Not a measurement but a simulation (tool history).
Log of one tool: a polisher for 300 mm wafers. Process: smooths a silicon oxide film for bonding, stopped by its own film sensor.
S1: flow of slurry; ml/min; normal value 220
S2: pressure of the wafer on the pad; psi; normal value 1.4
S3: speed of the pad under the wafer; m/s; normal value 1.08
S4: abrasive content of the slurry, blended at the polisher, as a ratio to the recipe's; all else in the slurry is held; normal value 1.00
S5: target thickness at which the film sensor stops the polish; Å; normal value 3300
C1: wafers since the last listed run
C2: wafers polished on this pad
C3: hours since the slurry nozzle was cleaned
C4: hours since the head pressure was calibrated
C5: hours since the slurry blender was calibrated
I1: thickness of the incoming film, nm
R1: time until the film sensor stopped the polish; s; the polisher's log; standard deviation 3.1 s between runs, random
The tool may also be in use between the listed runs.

run,day,S1,S2,S3,S4,S5,C1,C2,C3,C4,C5,I1,R1
1,0.000,220,1.4,1.08,1.00,3300,0,2203,181.3,246.6,109.2,414.8,199.5
# day 2.621: worn pad replaced by a new one
2,2.933,220,1.4,1.08,1.00,3300,602,68,251.7,317.0,179.6,408.6,181.2
# day 6.783: head pressure recalibrated
3,7.362,220,1.4,1.08,1.00,3300,945,1014,358.0,13.9,285.9,409.3,180.8
# day 7.842: slurry blender recalibrated
4,9.700,220,1.4,1.08,1.00,3300,490,1504,414.1,70.0,44.6,411.1,183.7
# day 10.471: slurry nozzle cleaned
5,13.812,220,1.4,1.08,1.00,3300,886,2390,80.2,168.7,143.3,405.9,174.9
6,15.796,220,1.4,1.08,1.00,3300,431,2822,127.8,216.3,190.9,408.7,181.7
# day 16.204: worn pad replaced by a new one
7,18.933,240,1.4,1.08,1.00,3300,646,593,203.1,291.6,266.2,416.7,193.1
# day 19.029: slurry blender recalibrated
8,21.662,240,1.4,1.08,1.00,3300,575,1169,268.6,357.1,63.2,414.1,186.1
9,23.983,200,1.4,1.08,1.00,3300,505,1674,324.3,412.8,118.9,418.8,208.6
# day 26.371: head pressure recalibrated
10,27.571,200,1.4,1.08,1.00,3300,762,2437,410.4,28.8,205.0,404.5,172.1
# day 27.975: slurry nozzle cleaned
# day 29.304: worn pad replaced by a new one
11,29.329,220,1.4,1.08,1.00,3300,337,5,32.5,71.0,247.2,410.6,184.1
# day 30.975: slurry blender recalibrated
12,33.783,220,1.4,1.08,1.00,3200,951,956,139.4,177.9,67.4,404.9,194.7
13,36.904,170,1.1,1.08,1.00,3490,679,1636,214.3,252.8,142.3,400.9,147.4
14,38.554,260,1.4,0.76,0.85,3210,359,1995,253.9,292.4,181.9,411.1,264.7
15,40.262,220,1.4,1.08,0.70,3300,371,2366,294.9,333.4,222.9,410.2,214.8
# day 40.779: worn pad replaced by a new one
# day 42.388: head pressure recalibrated
16,42.646,220,1.4,1.08,1.00,3300,464,388,352.1,6.2,280.1,406.2,174.3
# day 44.179: slurry nozzle cleaned
# day 45.283: slurry blender recalibrated
17,46.225,170,1.5,1.44,1.25,3300,751,1140,49.1,92.1,22.6,416.2,146.6

The next listed run, before its measurement:
18,50.192,250,1.8,1.38,1.15,3300,863,2003,144.3,187.3,117.8,415.1,?

{"run 18": {"R1": 122.3}}
Were there no unlogged condition in the tool, this run, its random variation unchanged, would have produced R1 122.3 s.

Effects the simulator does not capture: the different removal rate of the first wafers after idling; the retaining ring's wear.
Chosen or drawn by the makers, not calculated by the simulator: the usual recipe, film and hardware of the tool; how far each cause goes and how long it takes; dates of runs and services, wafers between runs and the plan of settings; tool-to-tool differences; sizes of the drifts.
